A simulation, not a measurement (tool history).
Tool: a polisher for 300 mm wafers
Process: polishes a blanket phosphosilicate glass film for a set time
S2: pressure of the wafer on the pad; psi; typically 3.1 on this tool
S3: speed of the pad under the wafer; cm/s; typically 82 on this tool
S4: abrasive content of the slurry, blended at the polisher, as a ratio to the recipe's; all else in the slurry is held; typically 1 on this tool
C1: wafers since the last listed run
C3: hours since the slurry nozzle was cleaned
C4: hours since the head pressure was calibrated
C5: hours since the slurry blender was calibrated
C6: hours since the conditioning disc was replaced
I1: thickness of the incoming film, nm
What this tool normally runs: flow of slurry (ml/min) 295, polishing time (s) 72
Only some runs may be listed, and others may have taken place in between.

run 1 hour=0 | flow_of_slurry_(ml/min)=295 S2=3.1 S3=82 S4=1 polishing_time_(s)=72 | C1=0 wafers_polished_on_this_pad=2363 C3=287.2 C4=1091.2 C5=30.5 C6=62.5 | I1=3132.6 | film_removed_(Å)=3995
run 2 hour=38.3 | flow_of_slurry_(ml/min)=295 S2=3.1 S3=82 S4=1 polishing_time_(s)=72 | C1=548 wafers_polished_on_this_pad=2912 C3=325.5 C4=1129.5 C5=68.8 C6=100.8 | I1=3074.9 | film_removed_(Å)=3902
-- hour=93.4 slurry nozzle cleaned
run 3 hour=123.1 | flow_of_slurry_(ml/min)=295 S2=3.1 S3=82 S4=1 polishing_time_(s)=72 | C1=1199 wafers_polished_on_this_pad=4111 C3=29.7 C4=1214.3 C5=153.6 C6=185.6 | I1=3077.8 | film_removed_(Å)=3800
-- hour=162.4 worn pad replaced by a new one
run 4 hour=165.4 | flow_of_slurry_(ml/min)=295 S2=2.3 S3=82 S4=0.85 polishing_time_(s)=72 | C1=548 wafers_polished_on_this_pad=42 C3=72 C4=1256.6 C5=195.9 C6=227.9 | I1=3050.9 | film_removed_(Å)=2944
run 5 hour=222.9 | flow_of_slurry_(ml/min)=295 S2=2.3 S3=82 S4=0.85 polishing_time_(s)=72 | C1=823 wafers_polished_on_this_pad=865 C3=129.5 C4=1314.1 C5=253.4 C6=285.4 | I1=3143.6 | film_removed_(Å)=2890
-- hour=259.6 slurry blender recalibrated
run 6 hour=288.4 | flow_of_slurry_(ml/min)=295 S2=2.3 S3=82 S4=0.85 polishing_time_(s)=72 | C1=909 wafers_polished_on_this_pad=1774 C3=195 C4=1379.6 C5=28.8 C6=350.9 | I1=3114.8 | film_removed_(Å)=2819
-- hour=314.6 conditioning disc replaced and pad reconditioned
-- hour=479.5 worn pad replaced by a new one
-- hour=495.7 slurry nozzle cleaned
-- hour=514.2 head pressure recalibrated
-- hour=543.1 slurry blender recalibrated
run 7 hour=584.7 | flow_of_slurry_(ml/min)=295 S2=3.1 S3=72 S4=1 polishing_time_(s)=72 | C1=4084 wafers_polished_on_this_pad=1434 C3=89 C4=70.5 C5=41.6 C6=270.1 | I1=3068.9 | film_removed_(Å)=3631
run 8 hour=649.7 | flow_of_slurry_(ml/min)=295 S2=3.1 S3=72 S4=1 polishing_time_(s)=72 | C1=930 wafers_polished_on_this_pad=2365 C3=154 C4=135.5 C5=106.6 C6=335.1 | I1=3074 | film_removed_(Å)=3554
run 9 hour=713.6 | flow_of_slurry_(ml/min)=295 S2=3.1 S3=82 S4=1 polishing_time_(s)=72 | C1=914 wafers_polished_on_this_pad=3280 C3=217.9 C4=199.4 C5=170.5 C6=399 | I1=3137.7 | film_removed_(Å)=3957
-- hour=741.3 worn pad replaced by a new one
-- hour=751.4 conditioning disc replaced and pad reconditioned
run 10 hour=801.9 | flow_of_slurry_(ml/min)=255 S2=3.1 S3=82 S4=1 polishing_time_(s)=51 | C1=1178 wafers_polished_on_this_pad=839 C3=306.2 C4=287.7 C5=258.8 C6=50.5 | I1=3113 | film_removed_(Å)=2824
-- hour=824.6 slurry blender recalibrated
-- hour=889.5 slurry nozzle cleaned
run 11 hour=905.1 | flow_of_slurry_(ml/min)=295 S2=3.1 S3=82 S4=1 polishing_time_(s)=72 | C1=1434 wafers_polished_on_this_pad=2273 C3=15.6 C4=390.9 C5=80.5 C6=153.7 | I1=3074.3 | film_removed_(Å)=3943
run 12 hour=995.2 | flow_of_slurry_(ml/min)=295 S2=2.6 S3=82 S4=0.75 polishing_time_(s)=72 | C1=1289 wafers_polished_on_this_pad=3563 C3=105.7 C4=481 C5=170.6 C6=243.8 | I1=3081.3 | film_removed_(Å)=2881
run 13 hour=1035.5 | flow_of_slurry_(ml/min)=245 S2=3.1 S3=82 S4=0.8 polishing_time_(s)=60 | C1=576 wafers_polished_on_this_pad=4140 C3=146 C4=521.3 C5=210.9 C6=284.1 | I1=3067.5 | film_removed_(Å)=2895
-- hour=1048.4 worn pad replaced by a new one
run 14 hour=1125.9 | flow_of_slurry_(ml/min)=295 S2=3.1 S3=82 S4=1 polishing_time_(s)=72 | C1=1236 wafers_polished_on_this_pad=1109 C3=236.4 C4=611.7 C5=301.3 C6=374.5 | I1=3099.9 | film_removed_(Å)=4132
-- hour=1148.4 slurry blender recalibrated
run 15 hour=1197.3 | flow_of_slurry_(ml/min)=255 S2=3.1 S3=90 S4=1 polishing_time_(s)=89 | C1=993 wafers_polished_on_this_pad=2102 C3=307.8 C4=683.1 C5=48.9 C6=445.9 | I1=3029.3 | film_removed_(Å)=5100
-- hour=1201.1 conditioning disc replaced and pad reconditioned
run 16 hour=1233.8 | flow_of_slurry_(ml/min)=295 S2=3.1 S3=82 S4=1 polishing_time_(s)=72 | C1=493 wafers_polished_on_this_pad=2596 C3=344.3 C4=719.6 C5=85.4 C6=32.7 | I1=3118.1 | film_removed_(Å)=3984
-- hour=1253.9 slurry nozzle cleaned
-- hour=1317.4 worn pad replaced by a new one
run 17 hour=1373.2 | flow_of_slurry_(ml/min)=295 S2=3.9 S3=96 S4=1 polishing_time_(s)=72 | C1=1924 wafers_polished_on_this_pad=798 C3=119.3 C4=859 C5=224.8 C6=172.1 | I1=3035.7 | film_removed_(Å)=5735
-- hour=1431 slurry blender recalibrated
run 18 hour=1473.3 | flow_of_slurry_(ml/min)=190 S2=3.5 S3=98 S4=1 polishing_time_(s)=96 | C1=1404 wafers_polished_on_this_pad=2202 C3=219.4 C4=959.1 C5=42.3 C6=272.2 | I1=3076.1 | film_removed_(Å)=6615

Consider 5 possible next runs. They are alternatives, not a sequence: every one starts from the tool as it was left by run 18. What does each give?
run A hour=1473.7 | flow_of_slurry_(ml/min)=295 S2=3.1 S3=70 S4=1 polishing_time_(s)=72 | C1=5 wafers_polished_on_this_pad=2208 C3=219.8 C4=959.5 C5=42.7 C6=272.6 | I1=3051.2 | film_removed_(Å)=?
run B hour=1473.7 | flow_of_slurry_(ml/min)=295 S2=3.1 S3=82 S4=1 polishing_time_(s)=89 | C1=5 wafers_polished_on_this_pad=2208 C3=219.8 C4=959.5 C5=42.7 C6=272.6 | I1=3051.2 | film_removed_(Å)=?
run C hour=1473.7 | flow_of_slurry_(ml/min)=295 S2=2.7 S3=82 S4=0.8 polishing_time_(s)=72 | C1=5 wafers_polished_on_this_pad=2208 C3=219.8 C4=959.5 C5=42.7 C6=272.6 | I1=3051.2 | film_removed_(Å)=?
run D hour=1473.7 | flow_of_slurry_(ml/min)=295 S2=3.6 S3=72 S4=1.15 polishing_time_(s)=94 | C1=5 wafers_polished_on_this_pad=2208 C3=219.8 C4=959.5 C5=42.7 C6=272.6 | I1=3051.2 | film_removed_(Å)=?
run E hour=1473.7 | flow_of_slurry_(ml/min)=295 S2=3.1 S3=98 S4=1 polishing_time_(s)=72 | C1=5 wafers_polished_on_this_pad=2208 C3=219.8 C4=959.5 C5=42.7 C6=272.6 | I1=3051.2 | film_removed_(Å)=?

run=A film_removed_(Å)=3442
run=B film_removed_(Å)=4829
run=C film_removed_(Å)=3141
run=D film_removed_(Å)=5571
run=E film_removed_(Å)=4506
Without the tool's hidden state the same runs would have given:
run=A film_removed_(Å)=3610
run=B film_removed_(Å)=5064
run=C film_removed_(Å)=3294
run=D film_removed_(Å)=5842
run=E film_removed_(Å)=4725

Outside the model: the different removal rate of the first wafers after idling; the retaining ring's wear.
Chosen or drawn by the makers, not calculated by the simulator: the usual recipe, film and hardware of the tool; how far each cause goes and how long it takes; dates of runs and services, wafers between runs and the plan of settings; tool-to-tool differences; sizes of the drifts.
